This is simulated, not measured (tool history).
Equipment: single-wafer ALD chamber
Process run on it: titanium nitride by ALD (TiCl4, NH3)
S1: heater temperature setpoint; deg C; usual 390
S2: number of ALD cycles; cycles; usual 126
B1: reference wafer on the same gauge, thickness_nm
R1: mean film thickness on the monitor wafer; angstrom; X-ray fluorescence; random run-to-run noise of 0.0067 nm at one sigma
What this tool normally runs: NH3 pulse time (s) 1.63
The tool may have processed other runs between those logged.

Run 1, hour 0.0: usual settings but NH3 pulse time (s) 1.35; B1 2.400. Result: R1 26.59 angstrom.
Run 2, hour 14.1: usual settings but S1 394 deg C; B1 2.400. Result: R1 26.97 angstrom.
Run 3, hour 35.1: usual settings but S1 394 deg C; B1 2.399. Result: R1 26.90 angstrom.
Run 4, hour 50.7: usual settings but S1 394 deg C; B1 2.400. Result: R1 26.97 angstrom.
Run 5, hour 157.6: usual settings; B1 2.400. Result: R1 26.89 angstrom.
Run 6, hour 189.9: usual settings; B1 2.399. Result: R1 26.82 angstrom.
Run 7, hour 218.9: usual settings; B1 2.400. Result: R1 26.83 angstrom.
Run 8, hour 239.2: usual settings but S1 383 deg C; B1 2.401. Result: R1 26.63 angstrom.
Run 9, hour 269.9: usual settings but S2 118 cycles; B1 2.400. Result: R1 25.34 angstrom.
Run 10, hour 292.4: usual settings; B1 2.400. Result: R1 26.81 angstrom.
Run 11, hour 320.2: usual settings; B1 2.400. Result: R1 26.90 angstrom.
Run 12, hour 351.1: usual settings; B1 2.400. Result: R1 26.97 angstrom.
Run 13, hour 373.2: usual settings; B1 2.399. Result: R1 26.83 angstrom.
Run 14, hour 408.9: usual settings; B1 2.400. Result: R1 26.87 angstrom.
Run 15, hour 444.3: usual settings but S1 378 deg C, NH3 pulse time (s) 2.06; B1 2.399. Result: R1 26.68 angstrom.
Run 16, hour 499.4: usual settings but S1 378 deg C, NH3 pulse time (s) 2.06; B1 2.400. Result: R1 26.89 angstrom.
At hour 519.6: thermocouple changed; heater temperature recalibrated.
Run 17, hour 524.9: usual settings but S2 111 cycles, NH3 pulse time (s) 1.39; B1 2.400. Result: R1 23.54 angstrom.
Run 18, hour 546.1: usual settings but S2 111 cycles, NH3 pulse time (s) 1.39; B1 2.400. Result: R1 23.62 angstrom.
At hour 598.8: showerhead replaced.
At hour 607.6: gauge calibrated.
Run 19, hour 645.9: usual settings; B1 2.400. Result: R1 26.89 angstrom.
Run 20, hour 661.4: usual settings but S1 386 deg C, S2 138 cycles; B1 2.400. Result: R1 29.33 angstrom.
Run 21, hour 677.1: usual settings; B1 2.400. Result: R1 26.86 angstrom.
Run 22, hour 705.3: usual settings but S1 395 deg C; B1 2.400. Result: R1 27.03 angstrom.
Run 23, hour 734.4: usual settings but NH3 pulse time (s) 1.35; B1 2.399. Result: R1 26.76 angstrom.
Run 24, hour 762.1: usual settings; B1 2.400. Result: R1 26.81 angstrom.
Run 25, hour 788.3: usual settings but S2 143 cycles, NH3 pulse time (s) 1.44; B1 2.400. Result: R1 30.38 angstrom.
Run 26, hour 811.1: usual settings but S1 404 deg C, S2 142 cycles, NH3 pulse time (s) 1.89; B1 2.399. Result: R1 30.83 angstrom.
Run 27, hour 827.2: usual settings but S1 385 deg C, NH3 pulse time (s) 2.10; B1 2.401. Result: R1 26.96 angstrom.
Run 28, hour 854.9: usual settings but S1 380 deg C, S2 137 cycles, NH3 pulse time (s) 2.03; B1 2.401. Result: R1 29.33 angstrom.
Run 29, hour 869.4: usual settings but S1 375 deg C, NH3 pulse time (s) 1.93; B1 2.400. Result: R1 26.53 angstrom.
Run 30, hour 899.4: usual settings but S1 400 deg C, S2 148 cycles, NH3 pulse time (s) 1.97; B1 2.399. Result: R1 32.14 angstrom.
Run 31, hour 921.9: usual settings but S1 405 deg C, NH3 pulse time (s) 1.31; B1 2.400. Result: R1 27.00 angstrom.
Run 32, hour 951.5: usual settings but S2 136 cycles; B1 2.400. Result: R1 28.95 angstrom.
Run 33, hour 986.6: usual settings; B1 2.399. Result: R1 26.89 angstrom.
Run 34, hour 1006.5: usual settings; B1 2.401. Result: R1 26.88 angstrom.
Run 35, hour 1023.6: usual settings; B1 2.399. Result: R1 26.95 angstrom.
Run 36, hour 1049.9: usual settings; B1 2.399. Result: R1 26.89 angstrom.
Run 37, hour 1064.7: usual settings but S1 405 deg C, S2 105 cycles; B1 2.400. Result: R1 22.78 angstrom.
Run 38, hour 1087.5: usual settings but S1 405 deg C, S2 110 cycles, NH3 pulse time (s) 1.03; B1 2.399. Result: R1 23.58 angstrom.
Run 39, hour 1116.6: usual settings but S1 385 deg C, S2 109 cycles, NH3 pulse time (s) 2.00; B1 2.400. Result: R1 23.37 angstrom.
Run 40, hour 1145.1: usual settings but S1 376 deg C; B1 2.400. Result: R1 26.32 angstrom.

Each row is a separate what-if for the run after 40, all from the same tool condition, not one after another. Results?
Run A, hour 1145.8: usual settings but NH3 pulse time (s) 1.80; B1 ?. Result: R1 ?.
Run B, hour 1145.8: usual settings but S1 404 deg C, S2 136 cycles; B1 ?. Result: R1 ?.
Run C, hour 1145.8: usual settings but S1 384 deg C, S2 138 cycles; B1 ?. Result: R1 ?.
Run D, hour 1145.8: usual settings but S1 386 deg C, NH3 pulse time (s) 1.42; B1 ?. Result: R1 ?.

run     B1     R1
  A  2.400  27.05
  B  2.400  29.49
  C  2.400  29.30
  D  2.400  26.67
With no hidden state in the tool, these same runs would have given:
run     R1
  A  27.05
  B  29.49
  C  29.30
  D  26.67

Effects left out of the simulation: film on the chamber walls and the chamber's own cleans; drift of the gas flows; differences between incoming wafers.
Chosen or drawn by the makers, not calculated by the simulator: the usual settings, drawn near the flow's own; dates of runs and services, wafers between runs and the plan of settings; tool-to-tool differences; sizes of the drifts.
